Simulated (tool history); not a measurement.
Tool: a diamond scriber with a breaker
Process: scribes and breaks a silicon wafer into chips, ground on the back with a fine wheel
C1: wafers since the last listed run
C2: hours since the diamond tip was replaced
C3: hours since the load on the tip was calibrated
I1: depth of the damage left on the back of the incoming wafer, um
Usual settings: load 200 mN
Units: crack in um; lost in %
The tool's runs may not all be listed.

{"run": 1, "hour": 0.0, "load": 181, "C1": 0, "C2": 628.7, "C3": 476.2, "I1": 2.89, "crack": 9.65, "lost": 6.61}
{"run": 2, "hour": 14.1, "load": 181, "C1": 38, "C2": 642.8, "C3": 490.3, "I1": 2.62, "crack": 9.62, "lost": 6.25}
{"run": 3, "hour": 31.1, "load": 181, "C1": 46, "C2": 659.8, "C3": 507.3, "I1": 2.51, "crack": 9.4, "lost": 6.04}
{"run": 4, "hour": 47.5, "load": 200, "C1": 44, "C2": 676.2, "C3": 523.7, "I1": 2.65, "crack": 9.9, "lost": 4.65}
{"run": 5, "hour": 59.3, "load": 200, "C1": 32, "C2": 688.0, "C3": 535.5, "I1": 2.03, "crack": 9.92, "lost": 3.93}
{"run": 6, "hour": 67.3, "load": 200, "C1": 21, "C2": 696.0, "C3": 543.5, "I1": 2.24, "crack": 9.9, "lost": 4.29}
{"run": 7, "hour": 81.0, "load": 200, "C1": 37, "C2": 709.7, "C3": 557.2, "I1": 2.25, "crack": 9.83, "lost": 3.67}
{"run": 8, "hour": 98.5, "load": 200, "C1": 47, "C2": 727.2, "C3": 574.7, "I1": 1.64, "crack": 9.67, "lost": 3.3}
{"run": 9, "hour": 115.3, "load": 200, "C1": 45, "C2": 744.0, "C3": 591.5, "I1": 2.89, "crack": 9.76, "lost": 5.08}
{"run": 10, "hour": 126.5, "load": 200, "C1": 30, "C2": 755.2, "C3": 602.7, "I1": 2.46, "crack": 9.89, "lost": 4.61}
{"run": 11, "hour": 139.6, "load": 200, "C1": 35, "C2": 768.3, "C3": 615.8, "I1": 2.46, "crack": 9.74, "lost": 4.74}
{"run": 12, "hour": 190.4, "load": 200, "C1": 137, "C2": 819.1, "C3": 666.6, "I1": 1.89, "crack": 9.73, "lost": 4.3}
{"run": 13, "hour": 198.2, "load": 200, "C1": 21, "C2": 826.9, "C3": 674.4, "I1": 2.26, "crack": 9.93, "lost": 4.32}
{"run": 14, "hour": 204.6, "load": 213, "C1": 17, "C2": 833.3, "C3": 680.8, "I1": 2.46, "crack": 10.05, "lost": 4.0}
{"run": 15, "hour": 219.9, "load": 213, "C1": 41, "C2": 848.6, "C3": 696.1, "I1": 2.84, "crack": 10.0, "lost": 4.82}
{"run": 16, "hour": 236.9, "load": 200, "C1": 46, "C2": 865.6, "C3": 713.1, "I1": 1.77, "crack": 9.63, "lost": 3.86}
{"run": 17, "hour": 249.4, "load": 228, "C1": 33, "C2": 878.1, "C3": 725.6, "I1": 2.82, "crack": 10.1, "lost": 4.43}
{"run": 18, "hour": 267.0, "load": 228, "C1": 47, "C2": 895.7, "C3": 743.2, "I1": 2.86, "crack": 10.45, "lost": 4.11}
{"run": 19, "hour": 275.0, "load": 228, "C1": 21, "C2": 903.7, "C3": 751.2, "I1": 2.03, "crack": 10.16, "lost": 2.99}
{"run": 20, "hour": 287.0, "load": 200, "C1": 32, "C2": 915.7, "C3": 763.2, "I1": 2.21, "crack": 9.62, "lost": 4.57}
{"run": 21, "hour": 297.0, "load": 149, "C1": 27, "C2": 925.7, "C3": 773.2, "I1": 2.61, "crack": 8.8, "lost": 10.91}
{"run": 22, "hour": 306.4, "load": 200, "C1": 25, "C2": 935.1, "C3": 782.6, "I1": 1.61, "crack": 9.64, "lost": 3.83}
{"run": 23, "hour": 326.6, "load": 200, "C1": 54, "C2": 955.3, "C3": 802.8, "I1": 1.55, "crack": 9.47, "lost": 3.75}
{"run": 24, "hour": 339.2, "load": 225, "C1": 34, "C2": 967.9, "C3": 815.4, "I1": 1.55, "crack": 10.12, "lost": 2.83}
{"run": 25, "hour": 347.7, "load": 200, "C1": 23, "C2": 976.4, "C3": 823.9, "I1": 2.38, "crack": 9.68, "lost": 5.56}
{"hour": 354.9, "done": "load on the tip recalibrated"}
{"run": 26, "hour": 365.3, "load": 159, "C1": 42, "C2": 994.0, "C3": 10.4, "I1": 2.52, "crack": 8.99, "lost": 9.38}
{"run": 27, "hour": 375.4, "load": 239, "C1": 27, "C2": 1004.1, "C3": 20.5, "I1": 2.69, "crack": 10.08, "lost": 3.98}
{"run": 28, "hour": 384.5, "load": 172, "C1": 24, "C2": 1013.2, "C3": 29.6, "I1": 2.34, "crack": 9.17, "lost": 8.54}
{"hour": 391.1, "done": "diamond tip replaced by a new one, of another model than before"}
{"run": 29, "hour": 391.7, "load": 241, "C1": 14, "C2": 0.6, "C3": 36.8, "I1": 1.94, "crack": 11.02, "lost": 3.19}
{"run": 30, "hour": 398.6, "load": 156, "C1": 18, "C2": 7.5, "C3": 43.7, "I1": 2.45, "crack": 9.77, "lost": 4.98}
{"run": 31, "hour": 412.1, "load": 200, "C1": 36, "C2": 21.0, "C3": 57.2, "I1": 2.38, "crack": 10.27, "lost": 3.43}
{"run": 32, "hour": 419.7, "load": 220, "C1": 20, "C2": 28.6, "C3": 64.8, "I1": 2.26, "crack": 10.76, "lost": 2.97}
{"run": 33, "hour": 431.3, "load": 218, "C1": 31, "C2": 40.2, "C3": 76.4, "I1": 2.75, "crack": 10.55, "lost": 4.32}
{"run": 34, "hour": 437.3, "load": 217, "C1": 16, "C2": 46.2, "C3": 82.4, "I1": 1.73, "crack": 10.42, "lost": 2.46}
{"run": 35, "hour": 452.8, "load": 235, "C1": 42, "C2": 61.7, "C3": 97.9, "I1": 2.23, "crack": 10.85, "lost": 3.21}
{"run": 36, "hour": 465.2, "load": 234, "C1": 33, "C2": 74.1, "C3": 110.3, "I1": 2.36, "crack": 10.72, "lost": 4.01}
{"run": 37, "hour": 476.7, "load": 172, "C1": 31, "C2": 85.6, "C3": 121.8, "I1": 2.0, "crack": 9.88, "lost": 3.56}
{"run": 38, "hour": 487.9, "load": 167, "C1": 30, "C2": 96.8, "C3": 133.0, "I1": 2.95, "crack": 9.73, "lost": 6.28}
{"run": 39, "hour": 501.8, "load": 200, "C1": 37, "C2": 110.7, "C3": 146.9, "I1": 2.85, "crack": 10.16, "lost": 4.46}
{"run": 40, "hour": 516.6, "load": 221, "C1": 40, "C2": 125.5, "C3": 161.7, "I1": 1.87, "crack": 10.58, "lost": 2.75}
{"run": 41, "hour": 531.5, "load": 181, "C1": 40, "C2": 140.4, "C3": 176.6, "I1": 1.78, "crack": 10.22, "lost": 3.43}
{"run": 42, "hour": 548.8, "load": 200, "C1": 46, "C2": 157.7, "C3": 193.9, "I1": 1.65, "crack": 10.3, "lost": 2.54}
{"run": 43, "hour": 564.4, "load": 200, "C1": 42, "C2": 173.3, "C3": 209.5, "I1": 2.67, "crack": 10.47, "lost": 4.04}

Forecast each of these 3 alternatives for the next run:
{"run": "A", "hour": 564.9, "load": 250, "C1": 1, "C2": 173.8, "C3": 210.0, "I1": 2.15, "crack": "?", "lost": "?"}
{"run": "B", "hour": 564.9, "load": 226, "C1": 1, "C2": 173.8, "C3": 210.0, "I1": 2.15, "crack": "?", "lost": "?"}
{"run": "C", "hour": 564.9, "load": 244, "C1": 1, "C2": 173.8, "C3": 210.0, "I1": 2.15, "crack": "?", "lost": "?"}

run=A crack=10.88 lost=3.33
run=B crack=10.56 lost=3.02
run=C crack=10.80 lost=3.21
Without the tool's hidden state the same runs would have given:
run=A crack=11.11 lost=3.77
run=B crack=10.78 lost=3.19
run=C crack=11.03 lost=3.59
